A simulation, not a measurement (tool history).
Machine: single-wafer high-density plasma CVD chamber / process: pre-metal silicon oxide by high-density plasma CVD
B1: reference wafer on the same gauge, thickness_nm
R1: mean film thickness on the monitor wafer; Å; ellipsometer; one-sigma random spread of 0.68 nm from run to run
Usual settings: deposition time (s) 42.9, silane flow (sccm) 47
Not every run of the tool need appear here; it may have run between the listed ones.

Run 1, hour 0: usual settings but deposition time (s) 40; B1 181.324. Result: R1 1851.82 Å.
Run 2, hour 25.3: usual settings but deposition time (s) 40; B1 181.373. Result: R1 1847.55 Å.
Run 3, hour 60.5: usual settings but deposition time (s) 40; B1 180.886. Result: R1 1853.22 Å.
Run 4, hour 87.8: usual settings; B1 180.984. Result: R1 1993.87 Å.
Run 5, hour 144.2: usual settings; B1 181.051. Result: R1 1993.06 Å.
At hour 182.2: gauge calibrated.
Run 6, hour 207.2: usual settings; B1 181.218. Result: R1 1984.68 Å.
Run 7, hour 278.1: usual settings but deposition time (s) 38.4; B1 180.947. Result: R1 1790.3 Å.
Run 8, hour 302.2: usual settings but deposition time (s) 38.4; B1 180.637. Result: R1 1785.32 Å.
Run 9, hour 360.5: usual settings but deposition time (s) 40.8, silane flow (sccm) 44; B1 181.218. Result: R1 1810.91 Å.
Run 10, hour 407.3: usual settings; B1 181.154. Result: R1 1992.15 Å.
Run 11, hour 441.7: usual settings; B1 181.096. Result: R1 2010.7 Å.
Run 12, hour 473.5: usual settings; B1 181.29. Result: R1 1989.08 Å.
Run 13, hour 538.9: usual settings; B1 180.846. Result: R1 1992.64 Å.
Run 14, hour 607: usual settings; B1 180.885. Result: R1 2002.98 Å.
Run 15, hour 660.5: usual settings; B1 180.864. Result: R1 1994.15 Å.
Run 16, hour 729.3: usual settings; B1 180.748. Result: R1 2000.35 Å.
Run 17, hour 757.8: usual settings; B1 181.007. Result: R1 1990.81 Å.
Run 18, hour 925.2: usual settings but silane flow (sccm) 54; B1 180.997. Result: R1 2217.51 Å.
Run 19, hour 960.5: usual settings but silane flow (sccm) 54; B1 181. Result: R1 2220.69 Å.
Run 20, hour 1021.6: usual settings but silane flow (sccm) 43; B1 180.938. Result: R1 1880.9 Å.
Run 21, hour 1063.7: usual settings but deposition time (s) 46.9, silane flow (sccm) 43; B1 181.009. Result: R1 2066.74 Å.
Run 22, hour 1114.1: usual settings; B1 180.813. Result: R1 2006.05 Å.
At hour 1132.5: gauge calibrated.
Run 23, hour 1151.2: usual settings but deposition time (s) 40.4, silane flow (sccm) 55; B1 180.997. Result: R1 2123.95 Å.
Run 24, hour 1222.7: usual settings but deposition time (s) 37.5, silane flow (sccm) 42; B1 181.022. Result: R1 1627.02 Å.
Run 25, hour 1263.8: usual settings but deposition time (s) 36.9; B1 180.614. Result: R1 1719.38 Å.
Run 26, hour 1294.5: usual settings but deposition time (s) 50.8, silane flow (sccm) 43; B1 180.902. Result: R1 2220.38 Å.
Run 27, hour 1351.3: usual settings; B1 181.012. Result: R1 2002.87 Å.
Run 28, hour 1380.5: usual settings; B1 181.069. Result: R1 2009.74 Å.
Run 29, hour 1449.6: usual settings but deposition time (s) 36.3, silane flow (sccm) 38; B1 180.873. Result: R1 1465.71 Å.
Run 30, hour 1506.3: usual settings but deposition time (s) 48.7; B1 180.826. Result: R1 2283.21 Å.
Run 31, hour 1537.7: usual settings; B1 181.03. Result: R1 2016.08 Å.
At hour 1554: silane flow controller replaced.
Run 32, hour 1598.8: usual settings but deposition time (s) 49.8, silane flow (sccm) 42; B1 181.103. Result: R1 2111.91 Å.
Run 33, hour 1639.6: usual settings but deposition time (s) 48.6, silane flow (sccm) 40; B1 181.344. Result: R1 1996.64 Å.
Run 34, hour 1671.5: usual settings; B1 180.622. Result: R1 1965.81 Å.
Run 35, hour 1704.1: usual settings but deposition time (s) 49.4, silane flow (sccm) 41; B1 180.834. Result: R1 2070.01 Å.
Run 36, hour 1771: usual settings; B1 181.187. Result: R1 1978.67 Å.
Run 37, hour 1812.7: usual settings but deposition time (s) 47.6, silane flow (sccm) 44; B1 180.864. Result: R1 2104.89 Å.
Run 38, hour 1979.5: usual settings but deposition time (s) 37.9, silane flow (sccm) 51; B1 181.247. Result: R1 1838.06 Å.

Each row is a separate what-if for the run after 38, all from the same tool condition, not one after another. Results?
Run A, hour 1979.9: usual settings; B1 ?. Result: R1 ?.
Run B, hour 1979.9: usual settings but deposition time (s) 45.2, silane flow (sccm) 39; B1 ?. Result: R1 ?.
Run C, hour 1979.9: usual settings but deposition time (s) 38.5; B1 ?. Result: R1 ?.
Run D, hour 1979.9: usual settings but deposition time (s) 36.9, silane flow (sccm) 42; B1 ?. Result: R1 ?.

run       B1       R1
  A  181.063  1976.92
  B  181.063  1828.95
  C  181.063  1774.16
  D  181.063  1570.85
With the hidden condition removed and each run's random variation left untouched, the same runs would have given:
run       R1
  A  1955.39
  B  1809.03
  C  1754.84
  D  1553.74

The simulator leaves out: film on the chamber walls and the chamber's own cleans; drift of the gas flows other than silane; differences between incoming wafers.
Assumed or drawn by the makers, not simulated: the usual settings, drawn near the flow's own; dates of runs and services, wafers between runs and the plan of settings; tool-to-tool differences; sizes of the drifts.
